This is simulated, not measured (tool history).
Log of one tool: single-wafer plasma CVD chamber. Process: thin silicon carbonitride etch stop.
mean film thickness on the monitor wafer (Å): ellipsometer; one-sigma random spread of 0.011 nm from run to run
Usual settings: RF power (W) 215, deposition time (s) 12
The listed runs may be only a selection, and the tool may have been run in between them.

run,day,RF power (W),deposition time (s),wafers since the last listed run,hours since the last thermocouple change,hours since the last RF generator calibration,hours since the showerhead was replaced,hours since the gauge calibration,"read-back reference wafer on the same gauge, thickness_nm",mean film thickness on the monitor wafer (Å)
1,0,215,12,0,599,1738.1,2430.5,278.4,6.002,71.95
2,0.592,215,12,411,613.2,1752.3,2444.7,292.6,6.001,72.1
3,1.788,215,12,832,641.9,1781,2473.4,321.3,6.001,72.11
4,2.412,215,12,435,656.9,1796,2488.4,336.3,6.004,71.96
5,2.954,215,12,377,669.9,1809,2501.4,349.3,6,72.04
6,3.7,215,12,519,687.8,1826.9,2519.3,367.2,5.995,72.19
7,4.375,215,12,469,704,1843.1,2535.5,383.4,6.001,72.26
8,6.542,215,12,1508,756,1895.1,2587.5,435.4,6.003,72.24
9,6.867,215,12,226,763.8,1902.9,2595.3,443.2,5.997,72.08
# day 7.496: showerhead replaced
10,7.512,215,12,217,779.3,1918.4,0.4,458.7,6.005,72.01
11,7.996,215,12,336,790.9,1930,12,470.3,5.996,71.94
12,8.375,240,12,263,800,1939.1,21.1,479.4,5.996,74.53
13,10.146,240,12,1232,842.5,1981.6,63.6,521.9,5.996,74.29
14,10.775,240,12,437,857.6,1996.7,78.7,537,5.994,74.3
# day 11.208: RF generator calibrated
# day 11.308: gauge calibrated
15,11.492,215,12,266,874.8,6.8,95.9,4.4,6.003,73.98
16,12.021,215,12,368,887.5,19.5,108.6,17.1,5.999,73.87
17,12.454,175,12.6,301,897.9,29.9,119,27.5,5.999,72.79
18,12.954,175,12.8,348,909.9,41.9,131,39.5,5.999,74.11
19,13.246,195,14.2,203,916.9,48.9,138,46.5,6.001,84.69
# day 13.583: thermocouple changed; heater temperature recalibrated
20,13.604,175,14.2,17,0.5,57.5,146.6,55.1,5.998,82.09
21,13.879,215,12,191,7.1,64.1,153.2,61.7,5.999,73.81
22,15.75,180,10.8,1302,52,109,198.1,106.6,6.002,62.89
23,16.083,215,11,232,60,117,206.1,114.6,5.999,67.55
24,16.367,250,12,197,66.8,123.8,212.9,121.4,6.004,77.07
25,17.425,215,10.1,736,92.2,149.2,238.3,146.8,5.997,61.87
26,18.071,200,12,449,107.7,164.7,253.8,162.3,6.001,71.95
27,18.762,250,12,481,124.3,181.3,270.4,178.9,5.998,76.93
28,19.258,255,14.1,345,136.2,193.2,282.3,190.8,5.999,90.64
29,19.838,205,11,403,150.1,207.1,296.2,204.7,5.998,66.47
30,20.7,255,12,600,170.8,227.8,316.9,225.4,5.999,77.32
31,21.35,175,12,452,186.4,243.4,332.5,241,6.002,69.07
32,21.662,215,12,217,193.9,250.9,340,248.5,5.997,73.37

Forecast each of these 5 alternatives for the next run:
A,21.679,215,12,11,194.3,251.3,340.4,248.9,?,?
B,21.679,230,10.6,11,194.3,251.3,340.4,248.9,?,?
C,21.679,215,14.2,11,194.3,251.3,340.4,248.9,?,?
D,21.679,235,12,11,194.3,251.3,340.4,248.9,?,?
E,21.679,185,12,11,194.3,251.3,340.4,248.9,?,?

run,"read-back reference wafer on the same gauge, thickness_nm",mean film thickness on the monitor wafer (Å)
A,6.001,73.52
B,6.001,66.27
C,6.001,87
D,6.001,75.5
E,6.001,70.28
The same runs, with their run-to-run variation unchanged, on a tool lacking any hidden condition would have given:
run,mean film thickness on the monitor wafer (Å)
A,74.14
B,66.83
C,87.73
D,76.14
E,70.87

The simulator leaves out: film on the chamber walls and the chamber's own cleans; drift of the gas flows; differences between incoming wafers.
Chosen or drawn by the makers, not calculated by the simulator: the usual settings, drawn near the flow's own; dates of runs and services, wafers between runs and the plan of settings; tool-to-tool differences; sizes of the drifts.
